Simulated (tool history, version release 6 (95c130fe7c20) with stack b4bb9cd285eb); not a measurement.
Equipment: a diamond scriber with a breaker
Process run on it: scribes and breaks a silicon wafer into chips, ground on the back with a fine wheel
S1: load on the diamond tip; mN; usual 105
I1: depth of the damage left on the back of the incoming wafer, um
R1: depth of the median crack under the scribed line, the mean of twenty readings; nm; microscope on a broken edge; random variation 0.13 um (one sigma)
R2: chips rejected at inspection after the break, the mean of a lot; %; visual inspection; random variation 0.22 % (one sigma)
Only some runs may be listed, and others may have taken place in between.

run     day   S1    I1     R1     R2
  1   0.000  105  2.82  10200   5.29
  2   0.938  105  1.99   9990   3.14
  3   2.533  105  2.42  10050   3.85
  4   3.950  105  1.69  10110   2.82
  5   5.317  105  2.42   9980   5.14
  6   6.225  121  2.19  10610   3.05
  7   6.796   85  2.04   8500   9.90
  8   8.000  105  2.05   9560   4.03
  9   9.338   90  2.31   8430   9.96
 10  10.408   90  2.70   8720  11.71
 11  11.658   93  2.16   8810   8.65
 12  12.333   93  2.80   8620  10.23
 13  13.188  105  2.74   9100   7.03
 14  14.662  105  1.74   9500   4.59
 15  15.604  105  2.76   9500   6.84
 16  18.433   92  2.82   8560  12.00
 17  19.796  105  1.74   9060   5.45
 18  20.762  113  1.61   9810   3.30
 19  21.404  127  2.37  10340   3.79
 20  22.279   86  2.87   8110  17.54
 21  23.383   76  1.93   7480  20.94
     24.825  -- load on the tip recalibrated
     25.908  -- diamond tip replaced by a new one
 22  27.117   75  2.42   7900  14.32
 23  28.483  126  2.34  11080   4.08
 24  29.150  124  2.75  10700   4.18
 25  30.033  105  1.89   9790   3.61
 26  31.346   83  2.96   8200  16.45
 27  31.854   85  2.07   8370  10.89
 28  32.700  123  1.54  10440   2.39
 29  34.058  134  2.03  10950   3.19
 30  34.867  129  1.78  10710   2.56
 31  35.533  105  1.94   9380   4.80
 32  36.825  128  2.64  10510   3.63

Each row is a separate what-if for the run after 32, all from the same tool condition, not one after another. Results?
  A  36.854  105  2.09   ?   ?
  B  36.854  135  2.09   ?   ?
  C  36.854   78  2.09   ?   ?
  D  36.854   96  2.09   ?   ?

run     R1     R2
  A   9360   5.34
  B  11000   3.00
  C   7740  16.70
  D   8830   7.89
Had the tool no hidden state, the same runs would have come out as:
run     R1    R2
  A  10570  2.89
  B  12430  6.07
  C   8740  8.43
  D   9980  3.53
